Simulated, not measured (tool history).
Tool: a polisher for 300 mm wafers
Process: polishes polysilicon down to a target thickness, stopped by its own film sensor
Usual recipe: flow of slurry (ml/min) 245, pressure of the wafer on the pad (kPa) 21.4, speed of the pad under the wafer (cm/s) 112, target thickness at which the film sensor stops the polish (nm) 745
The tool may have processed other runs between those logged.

run     day  flow of slurry (ml/min)  pressure of the wafer on the pad (kPa)  speed of the pad under the wafer (cm/s)  target thickness at which the film sensor stops the polish (nm)  incoming thickness of the incoming film, nm  time until the film sensor stopped the polish (s)
  1   0.000                      245                                    15.9                                      112                                                              745                                       1354.2                                               95.5
  2   0.525                      245                                    21.4                                       86                                                              678                                       1325.1                                               98.4
  3   1.100                      245                                    21.4                                       86                                                              678                                       1327.7                                               99.5
  4   1.396                      245                                    21.4                                      112                                                              745                                       1335.5                                               72.9
      1.983  -- head pressure recalibrated
  5   2.033                      245                                    21.4                                      112                                                              745                                       1308.9                                               70.9
  6   2.762                      245                                    21.4                                      112                                                              745                                       1336.2                                               76.8
  7   3.117                      245                                    21.4                                      112                                                              745                                       1315.0                                               69.6
  8   3.479                      245                                    21.4                                      112                                                              745                                       1344.3                                               75.3
  9   4.017                      245                                    21.4                                      112                                                              745                                       1347.7                                               75.9
      4.275  -- worn pad replaced by a new one
 10   4.717                      245                                    21.4                                      112                                                              745                                       1309.3                                               60.8
 11   5.067                      245                                    21.4                                      112                                                              745                                       1345.4                                               70.4
 12   5.442                      245                                    21.4                                      112                                                              745                                       1335.0                                               69.8
 13   5.721                      245                                    21.4                                      112                                                              745                                       1327.0                                               69.3
 14   6.350                      210                                    21.4                                      112                                                              745                                       1336.7                                               70.9
 15   6.838                      245                                    21.4                                      112                                                              745                                       1324.1                                               70.5
 16   7.525                      245                                    21.4                                      112                                                              745                                       1346.0                                               73.4
 17   7.925                      245                                    21.4                                      112                                                              745                                       1339.4                                               72.0
      8.729  -- worn pad replaced by a new one
 18   8.750                      220                                    19.3                                      150                                                              548                                       1328.1                                               74.5
      8.933  -- slurry nozzle cleaned
 19   8.954                      200                                    27.6                                       98                                                              819                                       1317.0                                               48.1
 20   9.629                      280                                    23.4                                       94                                                              745                                       1350.8                                               73.1
 21  10.208                      245                                    21.4                                      112                                                              745                                       1344.9                                               69.9
 22  10.733                      325                                    14.5                                      100                                                              745                                       1326.9                                              114.7
 23  11.483                      290                                    28.3                                      112                                                              850                                       1312.0                                               42.4
 24  11.833                      245                                    18.6                                      112                                                              745                                       1351.2                                               86.5
 25  12.396                      245                                    21.4                                      112                                                              745                                       1356.3                                               79.0
 26  12.883                      245                                    21.4                                      112                                                              745                                       1306.4                                               70.4
     13.408  -- worn pad replaced by a new one
 27  13.429                      205                                    17.2                                      126                                                              745                                       1349.8                                               75.6
 28  14.083                      245                                    21.4                                      112                                                              852                                       1316.2                                               51.5
 29  14.379                      245                                    26.2                                      134                                                              745                                       1324.6                                               44.0
 30  14.888                      245                                    21.4                                      112                                                              848                                       1309.1                                               53.7
 31  15.604                      245                                    21.4                                      112                                                              745                                       1323.7                                               68.8
 32  15.942                      320                                    24.8                                       88                                                              891                                       1332.2                                               55.6
 33  16.258                      270                                    21.4                                      112                                                              745                                       1336.6                                               70.9
 34  16.983                      245                                    21.4                                       84                                                              745                                       1319.4                                               92.2
 35  17.492                      245                                    21.4                                      112                                                              745                                       1342.1                                               73.4
     17.938  -- worn pad replaced by a new one
 36  17.958                      245                                    21.4                                      112                                                              745                                       1334.1                                               62.3
 37  18.062                      270                                    21.4                                       82                                                              679                                       1337.9                                               93.4
 38  18.788                      325                                    21.4                                      112                                                              934                                       1323.8                                               44.3

3 options for the next run, each taken on its own from the tool as it stands now. Forecast them:
  A  18.804                      300                                    21.4                                      112                                                              745                                       1337.8                                                  ?
  B  18.804                      245                                    21.4                                      136                                                              866                                       1337.8                                                  ?
  C  18.804                      245                                    21.4                                      112                                                              650                                       1337.8                                                  ?

run  time until the film sensor stopped the polish (s)
  A                                               69.3
  B                                               46.6
  C                                               81.4
With no hidden state in the tool, these same runs would have given:
run  time until the film sensor stopped the polish (s)
  A                                               65.5
  B                                               44.1
  C                                               77.1

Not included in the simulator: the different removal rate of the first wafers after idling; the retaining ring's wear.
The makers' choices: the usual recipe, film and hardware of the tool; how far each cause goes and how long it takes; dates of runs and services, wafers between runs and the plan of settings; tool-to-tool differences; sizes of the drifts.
